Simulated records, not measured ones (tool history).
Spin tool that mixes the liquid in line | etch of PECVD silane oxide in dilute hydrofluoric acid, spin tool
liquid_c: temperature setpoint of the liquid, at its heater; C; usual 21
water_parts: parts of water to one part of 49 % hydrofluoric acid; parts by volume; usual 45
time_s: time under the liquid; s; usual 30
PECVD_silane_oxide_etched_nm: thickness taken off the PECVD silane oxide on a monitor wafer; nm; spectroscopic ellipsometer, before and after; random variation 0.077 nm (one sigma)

run,hour,liquid_c,water_parts,time_s,wafers since the last listed run,hours since the thermometer was replaced,hours since the hydrofluoric acid flow meter was replaced,hours since the gauge calibration,"read-back film thickness of the PECVD silane oxide reference wafer, read on the same gauge (nm)",PECVD_silane_oxide_etched_nm
1,0,21,45,30,0,1343.2,1251.6,34.1,120.03,26.56
2,9.1,21,45,30,150,1352.3,1260.7,43.2,119.98,26.58
3,26.3,21,45,30,284,1369.5,1277.9,60.4,119.97,26.42
4,36.1,21,45,30,161,1379.3,1287.7,70.2,120.03,26.58
5,45.6,21,40,30,156,1388.8,1297.2,79.7,120,30.09
6,93,21,40,30,783,1436.2,1344.6,127.1,119.99,30.36
7,100,21,45,30,115,1443.2,1351.6,134.1,120.03,26.73
8,112,21,45,30,198,1455.2,1363.6,146.1,120.02,26.67
9,125.4,21,45,30,221,1468.6,1377,159.5,119.98,26.71
10,133.9,21,45,30,140,1477.1,1385.5,168,119.98,26.79
11,145.5,21,45,30,191,1488.7,1397.1,179.6,119.98,26.9
12,162.6,21,45,30,282,1505.8,1414.2,196.7,119.98,26.98
13,172.3,21,45,30,160,1515.5,1423.9,206.4,120,26.86
14,187.5,21,45,30,251,1530.7,1439.1,221.6,119.98,26.94
15,205.1,23,45,30,290,1548.3,1456.7,239.2,120.03,29.29
16,220.2,25.5,40,15,249,1563.4,1471.8,254.3,120.03,18.43
17,233.3,21,45,30,216,1576.5,1484.9,267.4,119.98,27.02
# hour 240.1: hydrofluoric acid flow meter replaced
# hour 241.4: thermometer replaced
18,241.9,17,35,15,109,0.5,1.8,276,120.02,12.25

Forecast run 19:
19,268.9,24,55,15,446,27.5,28.8,303,?,?

read-back film thickness of the PECVD silane oxide reference wafer, read on the same gauge (nm): 119.95
PECVD_silane_oxide_etched_nm: 10.27 nm
Without the tool's hidden state the same run would have given PECVD_silane_oxide_etched_nm 10.22 nm.
